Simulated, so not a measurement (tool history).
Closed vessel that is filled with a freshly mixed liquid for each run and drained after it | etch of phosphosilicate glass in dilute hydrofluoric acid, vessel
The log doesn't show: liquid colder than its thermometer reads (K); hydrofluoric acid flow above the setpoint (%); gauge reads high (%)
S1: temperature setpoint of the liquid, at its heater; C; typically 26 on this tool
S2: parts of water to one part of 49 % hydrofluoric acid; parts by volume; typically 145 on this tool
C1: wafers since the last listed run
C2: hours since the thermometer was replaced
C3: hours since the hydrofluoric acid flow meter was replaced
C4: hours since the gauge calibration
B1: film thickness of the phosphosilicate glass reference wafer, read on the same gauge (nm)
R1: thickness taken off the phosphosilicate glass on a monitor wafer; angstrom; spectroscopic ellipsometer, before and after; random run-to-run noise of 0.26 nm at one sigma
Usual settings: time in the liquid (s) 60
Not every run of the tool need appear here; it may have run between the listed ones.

run 1 hour=0 | S1=26 S2=145 time_in_the_liquid_(s)=60 | C1=0 C2=1688.8 C3=407.2 C4=45.4 | B1=59.98 | R1=408.5
run 2 hour=184.7 | S1=26 S2=145 time_in_the_liquid_(s)=60 | C1=18748 C2=1873.5 C3=591.9 C4=230.1 | B1=59.99 | R1=413.1
run 3 hour=229.5 | S1=26 S2=145 time_in_the_liquid_(s)=60 | C1=4547 C2=1918.3 C3=636.7 C4=274.9 | B1=60.01 | R1=411.6
run 4 hour=288.4 | S1=26 S2=145 time_in_the_liquid_(s)=60 | C1=5978 C2=1977.2 C3=695.6 C4=333.8 | B1=60 | R1=408.9
run 5 hour=346.7 | S1=26 S2=145 time_in_the_liquid_(s)=60 | C1=5917 C2=2035.5 C3=753.9 C4=392.1 | B1=59.98 | R1=406.5
run 6 hour=412.7 | S1=26 S2=145 time_in_the_liquid_(s)=60 | C1=6699 C2=2101.5 C3=819.9 C4=458.1 | B1=60 | R1=406.3
run 7 hour=464.3 | S1=28.5 S2=145 time_in_the_liquid_(s)=60 | C1=5237 C2=2153.1 C3=871.5 C4=509.7 | B1=60.02 | R1=447.8
run 8 hour=520.5 | S1=26 S2=100 time_in_the_liquid_(s)=60 | C1=5704 C2=2209.3 C3=927.7 C4=565.9 | B1=60 | R1=626.8
run 9 hour=566.8 | S1=24.5 S2=90 time_in_the_liquid_(s)=60 | C1=4699 C2=2255.6 C3=974 C4=612.2 | B1=60 | R1=662.2
run 10 hour=593.7 | S1=26 S2=145 time_in_the_liquid_(s)=60 | C1=2730 C2=2282.5 C3=1000.9 C4=639.1 | B1=59.98 | R1=408.8
run 11 hour=619.7 | S1=26 S2=145 time_in_the_liquid_(s)=60 | C1=2639 C2=2308.5 C3=1026.9 C4=665.1 | B1=60 | R1=413.2
run 12 hour=646.2 | S1=26 S2=145 time_in_the_liquid_(s)=60 | C1=2689 C2=2335 C3=1053.4 C4=691.6 | B1=60 | R1=406.4
run 13 hour=670.4 | S1=26 S2=145 time_in_the_liquid_(s)=60 | C1=2456 C2=2359.2 C3=1077.6 C4=715.8 | B1=60.01 | R1=413.8
run 14 hour=702.9 | S1=26 S2=90 time_in_the_liquid_(s)=70 | C1=3298 C2=2391.7 C3=1110.1 C4=748.3 | B1=59.99 | R1=829.1
run 15 hour=732.2 | S1=26 S2=145 time_in_the_liquid_(s)=60 | C1=2974 C2=2421 C3=1139.4 C4=777.6 | B1=59.99 | R1=412
run 16 hour=775.3 | S1=27.5 S2=145 time_in_the_liquid_(s)=80 | C1=4374 C2=2464.1 C3=1182.5 C4=820.7 | B1=60 | R1=575.9
run 17 hour=822.4 | S1=21.5 S2=145 time_in_the_liquid_(s)=60 | C1=4780 C2=2511.2 C3=1229.6 C4=867.8 | B1=60 | R1=341.9
-- hour=836.2 gauge calibrated
-- hour=912 thermometer replaced
run 18 hour=915.6 | S1=26 S2=190 time_in_the_liquid_(s)=35 | C1=9358 C2=3.6 C3=1322.8 C4=79.4 | B1=60.04 | R1=181.4
run 19 hour=966.2 | S1=23 S2=145 time_in_the_liquid_(s)=60 | C1=5136 C2=54.2 C3=1373.4 C4=130 | B1=60 | R1=384.7
-- hour=977.9 hydrofluoric acid flow meter replaced
run 20 hour=1034.7 | S1=26 S2=145 time_in_the_liquid_(s)=90 | C1=6851 C2=122.7 C3=56.8 C4=198.5 | B1=59.96 | R1=625.3
run 21 hour=1097.4 | S1=26 S2=145 time_in_the_liquid_(s)=40 | C1=6364 C2=185.4 C3=119.5 C4=261.2 | B1=59.99 | R1=279.2
run 22 hour=1129.8 | S1=24.5 S2=205 time_in_the_liquid_(s)=85 | C1=3288 C2=217.8 C3=151.9 C4=293.6 | B1=59.99 | R1=370
run 23 hour=1172.9 | S1=26 S2=195 time_in_the_liquid_(s)=75 | C1=4374 C2=260.9 C3=195 C4=336.7 | B1=60.02 | R1=366.8
run 24 hour=1206.1 | S1=27.5 S2=115 time_in_the_liquid_(s)=85 | C1=3369 C2=294.1 C3=228.2 C4=369.9 | B1=60 | R1=822.6
run 25 hour=1232.8 | S1=26 S2=145 time_in_the_liquid_(s)=60 | C1=2710 C2=320.8 C3=254.9 C4=396.6 | B1=59.98 | R1=420.4
run 26 hour=1273.8 | S1=28.5 S2=195 time_in_the_liquid_(s)=30 | C1=4161 C2=361.8 C3=295.9 C4=437.6 | B1=59.99 | R1=160.8
run 27 hour=1301 | S1=24 S2=145 time_in_the_liquid_(s)=85 | C1=2760 C2=389 C3=323.1 C4=464.8 | B1=59.98 | R1=547.8
run 28 hour=1370.3 | S1=26 S2=145 time_in_the_liquid_(s)=60 | C1=7034 C2=458.3 C3=392.4 C4=534.1 | B1=60.03 | R1=415
run 29 hour=1399.2 | S1=26 S2=145 time_in_the_liquid_(s)=60 | C1=2933 C2=487.2 C3=421.3 C4=563 | B1=60 | R1=420.8
run 30 hour=1438.2 | S1=26 S2=95 time_in_the_liquid_(s)=30 | C1=3958 C2=526.2 C3=460.3 C4=602 | B1=59.99 | R1=340.3
run 31 hour=1564.8 | S1=22.5 S2=145 time_in_the_liquid_(s)=60 | C1=12850 C2=652.8 C3=586.9 C4=728.6 | B1=59.99 | R1=359.8

Forecast each of these 5 alternatives for the next run:
run A hour=1565.5 | S1=26 S2=145 time_in_the_liquid_(s)=80 | C1=71 C2=653.5 C3=587.6 C4=729.3 | B1=? | R1=?
run B hour=1565.5 | S1=26 S2=80 time_in_the_liquid_(s)=60 | C1=71 C2=653.5 C3=587.6 C4=729.3 | B1=? | R1=?
run C hour=1565.5 | S1=30 S2=145 time_in_the_liquid_(s)=70 | C1=71 C2=653.5 C3=587.6 C4=729.3 | B1=? | R1=?
run D hour=1565.5 | S1=26 S2=80 time_in_the_liquid_(s)=50 | C1=71 C2=653.5 C3=587.6 C4=729.3 | B1=? | R1=?
run E hour=1565.5 | S1=26 S2=215 time_in_the_liquid_(s)=70 | C1=71 C2=653.5 C3=587.6 C4=729.3 | B1=? | R1=?

run=A B1=60 R1=559
run=B B1=60 R1=823.3
run=C B1=60 R1=567.4
run=D B1=60 R1=686.1
run=E B1=60 R1=304.9
Without the tool's unlogged condition, the same runs would have read:
run=A R1=562.8
run=B R1=830.6
run=C R1=570.6
run=D R1=692.1
run=E R1=306.4

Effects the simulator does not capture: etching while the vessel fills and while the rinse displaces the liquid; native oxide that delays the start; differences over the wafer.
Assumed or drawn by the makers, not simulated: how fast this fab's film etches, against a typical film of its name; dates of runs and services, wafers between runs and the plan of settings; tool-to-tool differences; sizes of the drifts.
